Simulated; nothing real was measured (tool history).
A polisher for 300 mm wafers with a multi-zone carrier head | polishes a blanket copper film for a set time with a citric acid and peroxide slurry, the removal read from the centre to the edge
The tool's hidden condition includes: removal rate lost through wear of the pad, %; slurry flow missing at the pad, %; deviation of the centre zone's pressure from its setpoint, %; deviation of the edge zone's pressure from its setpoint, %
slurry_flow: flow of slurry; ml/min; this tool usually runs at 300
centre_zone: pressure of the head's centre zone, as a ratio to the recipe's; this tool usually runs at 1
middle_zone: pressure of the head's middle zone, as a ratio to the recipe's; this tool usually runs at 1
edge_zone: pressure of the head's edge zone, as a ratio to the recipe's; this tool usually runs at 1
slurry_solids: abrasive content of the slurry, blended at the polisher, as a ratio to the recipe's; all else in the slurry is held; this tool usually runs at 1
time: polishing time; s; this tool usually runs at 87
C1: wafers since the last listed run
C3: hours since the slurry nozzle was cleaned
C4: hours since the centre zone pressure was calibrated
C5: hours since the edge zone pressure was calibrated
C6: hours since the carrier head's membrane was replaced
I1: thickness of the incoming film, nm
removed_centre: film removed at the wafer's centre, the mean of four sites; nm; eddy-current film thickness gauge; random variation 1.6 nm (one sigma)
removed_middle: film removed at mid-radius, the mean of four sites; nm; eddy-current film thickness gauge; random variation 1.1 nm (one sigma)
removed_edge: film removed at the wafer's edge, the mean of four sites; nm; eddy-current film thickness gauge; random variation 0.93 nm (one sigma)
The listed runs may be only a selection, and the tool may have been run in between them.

{"run": 1, "hour": 0.0, "slurry_flow": 300, "centre_zone": 0.93, "middle_zone": 1.11, "edge_zone": 1, "slurry_solids": 0.9, "time": 87, "C1": 0, "wafers polished on this pad": 1455, "C3": 115.2, "C4": 15.3, "C5": 62.9, "C6": 1346.5, "I1": 933.8, "removed_centre": 113.7, "removed_middle": 133.1, "removed_edge": 119.4}
{"run": 2, "hour": 33.0, "slurry_flow": 300, "centre_zone": 1, "middle_zone": 1.06, "edge_zone": 1, "slurry_solids": 1.1, "time": 87, "C1": 165, "wafers polished on this pad": 1620, "C3": 148.2, "C4": 48.3, "C5": 95.9, "C6": 1379.5, "I1": 941.5, "removed_centre": 129.6, "removed_middle": 135.6, "removed_edge": 129.4}
{"run": 3, "hour": 91.3, "slurry_flow": 205, "centre_zone": 1, "middle_zone": 0.95, "edge_zone": 1, "slurry_solids": 1, "time": 87, "C1": 292, "wafers polished on this pad": 1913, "C3": 206.5, "C4": 106.6, "C5": 154.2, "C6": 1437.8, "I1": 945.1, "removed_centre": 117.1, "removed_middle": 114.9, "removed_edge": 119.7}
{"hour": 135.1, "done": "worn pad replaced by a new one"}
{"run": 4, "hour": 208.2, "slurry_flow": 215, "centre_zone": 1, "middle_zone": 1.08, "edge_zone": 1, "slurry_solids": 1.2, "time": 96, "C1": 567, "wafers polished on this pad": 367, "C3": 323.4, "C4": 223.5, "C5": 271.1, "C6": 1554.7, "I1": 933.3, "removed_centre": 140.9, "removed_middle": 156.3, "removed_edge": 145.4}
{"run": 5, "hour": 239.7, "slurry_flow": 300, "centre_zone": 1.04, "middle_zone": 1.1, "edge_zone": 1, "slurry_solids": 1.2, "time": 96, "C1": 158, "wafers polished on this pad": 525, "C3": 354.9, "C4": 255, "C5": 302.6, "C6": 1586.2, "I1": 931.6, "removed_centre": 150.4, "removed_middle": 163, "removed_edge": 148.2}
{"run": 6, "hour": 276.9, "slurry_flow": 300, "centre_zone": 1, "middle_zone": 1, "edge_zone": 1, "slurry_solids": 1, "time": 87, "C1": 186, "wafers polished on this pad": 712, "C3": 392.1, "C4": 292.2, "C5": 339.8, "C6": 1623.4, "I1": 947.9, "removed_centre": 125.2, "removed_middle": 128.6, "removed_edge": 125}
{"run": 7, "hour": 336.7, "slurry_flow": 300, "centre_zone": 1, "middle_zone": 1, "edge_zone": 1.12, "slurry_solids": 1, "time": 87, "C1": 300, "wafers polished on this pad": 1012, "C3": 451.9, "C4": 352, "C5": 399.6, "C6": 1683.2, "I1": 948.2, "removed_centre": 126.4, "removed_middle": 125.9, "removed_edge": 131.5}
{"hour": 360.8, "done": "slurry nozzle cleaned"}
{"run": 8, "hour": 377.5, "slurry_flow": 300, "centre_zone": 1.11, "middle_zone": 0.88, "edge_zone": 1, "slurry_solids": 0.8, "time": 71, "C1": 199, "wafers polished on this pad": 1212, "C3": 16.7, "C4": 392.8, "C5": 440.4, "C6": 1724, "I1": 941.3, "removed_centre": 98.3, "removed_middle": 84.4, "removed_edge": 93.4}
{"run": 9, "hour": 419.9, "slurry_flow": 300, "centre_zone": 1.07, "middle_zone": 1, "edge_zone": 0.96, "slurry_solids": 1, "time": 87, "C1": 212, "wafers polished on this pad": 1425, "C3": 59.1, "C4": 435.2, "C5": 482.8, "C6": 1766.4, "I1": 933.1, "removed_centre": 132.6, "removed_middle": 125.8, "removed_edge": 120.1}
{"hour": 429.7, "done": "edge zone pressure recalibrated"}
{"run": 10, "hour": 477.2, "slurry_flow": 335, "centre_zone": 1.09, "middle_zone": 1, "edge_zone": 1.09, "slurry_solids": 1, "time": 73, "C1": 277, "wafers polished on this pad": 1703, "C3": 116.4, "C4": 492.5, "C5": 47.5, "C6": 1823.7, "I1": 924.3, "removed_centre": 110.4, "removed_middle": 106.5, "removed_edge": 110}
{"run": 11, "hour": 524.7, "slurry_flow": 300, "centre_zone": 1, "middle_zone": 1, "edge_zone": 1, "slurry_solids": 1, "time": 87, "C1": 238, "wafers polished on this pad": 1941, "C3": 163.9, "C4": 540, "C5": 95, "C6": 1871.2, "I1": 937.7, "removed_centre": 123.7, "removed_middle": 125, "removed_edge": 125}
{"hour": 549.6, "done": "carrier head's membrane replaced by a new one"}
{"hour": 567.8, "done": "worn pad replaced by a new one"}
{"run": 12, "hour": 580.7, "slurry_flow": 370, "centre_zone": 1.12, "middle_zone": 1, "edge_zone": 1, "slurry_solids": 1, "time": 87, "C1": 236, "wafers polished on this pad": 64, "C3": 219.9, "C4": 596, "C5": 151, "C6": 31.1, "I1": 945.7, "removed_centre": 141.5, "removed_middle": 135, "removed_edge": 133.4}
{"run": 13, "hour": 640.1, "slurry_flow": 375, "centre_zone": 1, "middle_zone": 1, "edge_zone": 0.93, "slurry_solids": 0.85, "time": 101, "C1": 298, "wafers polished on this pad": 362, "C3": 279.3, "C4": 655.4, "C5": 210.4, "C6": 90.5, "I1": 949.1, "removed_centre": 143, "removed_middle": 144.6, "removed_edge": 139}
{"run": 14, "hour": 670.0, "slurry_flow": 240, "centre_zone": 1, "middle_zone": 1, "edge_zone": 1, "slurry_solids": 1.3, "time": 87, "C1": 150, "wafers polished on this pad": 513, "C3": 309.2, "C4": 685.3, "C5": 240.3, "C6": 120.4, "I1": 942.4, "removed_centre": 136.7, "removed_middle": 137.9, "removed_edge": 136.8}
{"run": 15, "hour": 755.9, "slurry_flow": 300, "centre_zone": 1, "middle_zone": 1, "edge_zone": 1, "slurry_solids": 1.25, "time": 87, "C1": 431, "wafers polished on this pad": 944, "C3": 395.1, "C4": 771.2, "C5": 326.2, "C6": 206.3, "I1": 948.7, "removed_centre": 136.3, "removed_middle": 137.7, "removed_edge": 135}
{"run": 16, "hour": 822.3, "slurry_flow": 300, "centre_zone": 1, "middle_zone": 1, "edge_zone": 1, "slurry_solids": 1, "time": 87, "C1": 333, "wafers polished on this pad": 1278, "C3": 461.5, "C4": 837.6, "C5": 392.6, "C6": 272.7, "I1": 931.3, "removed_centre": 125.2, "removed_middle": 128, "removed_edge": 125.1}
{"hour": 902.1, "done": "slurry nozzle cleaned"}
{"hour": 922.7, "done": "edge zone pressure recalibrated"}
{"run": 17, "hour": 958.4, "slurry_flow": 375, "centre_zone": 1, "middle_zone": 1, "edge_zone": 0.93, "slurry_solids": 0.85, "time": 101, "C1": 668, "wafers polished on this pad": 1946, "C3": 56.3, "C4": 973.7, "C5": 35.7, "C6": 408.8, "I1": 929.4, "removed_centre": 140.2, "removed_middle": 141.7, "removed_edge": 132.6}
{"run": 18, "hour": 1013.1, "slurry_flow": 300, "centre_zone": 0.96, "middle_zone": 1, "edge_zone": 1, "slurry_solids": 1, "time": 87, "C1": 274, "wafers polished on this pad": 2221, "C3": 111, "C4": 1028.4, "C5": 90.4, "C6": 463.5, "I1": 950.4, "removed_centre": 118.6, "removed_middle": 124.8, "removed_edge": 124}
{"hour": 1022.5, "done": "worn pad replaced by a new one"}
{"run": 19, "hour": 1045.0, "slurry_flow": 300, "centre_zone": 1.11, "middle_zone": 1, "edge_zone": 0.9, "slurry_solids": 1, "time": 87, "C1": 140, "wafers polished on this pad": 113, "C3": 142.9, "C4": 1060.3, "C5": 122.3, "C6": 495.4, "I1": 939.4, "removed_centre": 135.9, "removed_middle": 132.2, "removed_edge": 122.9}
{"run": 20, "hour": 1083.9, "slurry_flow": 300, "centre_zone": 1, "middle_zone": 1, "edge_zone": 1, "slurry_solids": 1, "time": 87, "C1": 195, "wafers polished on this pad": 308, "C3": 181.8, "C4": 1099.2, "C5": 161.2, "C6": 534.3, "I1": 952.4, "removed_centre": 127.6, "removed_middle": 129.9, "removed_edge": 128.6}
{"run": 21, "hour": 1146.2, "slurry_flow": 365, "centre_zone": 1, "middle_zone": 1, "edge_zone": 1.04, "slurry_solids": 1, "time": 96, "C1": 312, "wafers polished on this pad": 621, "C3": 244.1, "C4": 1161.5, "C5": 223.5, "C6": 596.6, "I1": 936.2, "removed_centre": 143, "removed_middle": 144.1, "removed_edge": 143.4}
{"hour": 1192.4, "done": "centre zone pressure recalibrated"}
{"run": 22, "hour": 1206.6, "slurry_flow": 245, "centre_zone": 1, "middle_zone": 0.91, "edge_zone": 1, "slurry_solids": 1.15, "time": 87, "C1": 293, "wafers polished on this pad": 914, "C3": 304.5, "C4": 14.2, "C5": 283.9, "C6": 657, "I1": 942.4, "removed_centre": 126.9, "removed_middle": 121.7, "removed_edge": 130.2}

Results per run with the tool's hidden condition removed, run-to-run variation unchanged:
run=1 removed_centre=120 removed_middle=140.4 removed_edge=126
run=2 removed_centre=137 removed_middle=143.3 removed_edge=136.8
run=3 removed_centre=124.1 removed_middle=121.7 removed_edge=126.9
run=4 removed_centre=145.5 removed_middle=161.4 removed_edge=150.2
run=5 removed_centre=156.4 removed_middle=169.5 removed_edge=154
run=6 removed_centre=130.9 removed_middle=134.6 removed_edge=130.8
run=7 removed_centre=133.3 removed_middle=132.7 removed_edge=138.6
run=8 removed_centre=104 removed_middle=89.3 removed_edge=98.9
run=9 removed_centre=140.8 removed_middle=133.5 removed_edge=127.5
run=10 removed_centre=117.6 removed_middle=113.4 removed_edge=117.1
run=11 removed_centre=131.9 removed_middle=133.4 removed_edge=133.3
run=12 removed_centre=143.4 removed_middle=136.8 removed_edge=135.2
run=13 removed_centre=147.3 removed_middle=149 removed_edge=143.2
run=14 removed_centre=141.8 removed_middle=142.9 removed_edge=141.8
run=15 removed_centre=143.1 removed_middle=144.6 removed_edge=141.7
run=16 removed_centre=132.3 removed_middle=135.2 removed_edge=132.2
run=17 removed_centre=149.1 removed_middle=150.8 removed_edge=141
run=18 removed_centre=126.4 removed_middle=133 removed_edge=132.2
run=19 removed_centre=138.6 removed_middle=134.9 removed_edge=125.4
run=20 removed_centre=131.6 removed_middle=134 removed_edge=132.6
run=21 removed_centre=149.4 removed_middle=150.5 removed_edge=149.8
run=22 removed_centre=133.7 removed_middle=128.2 removed_edge=137.2
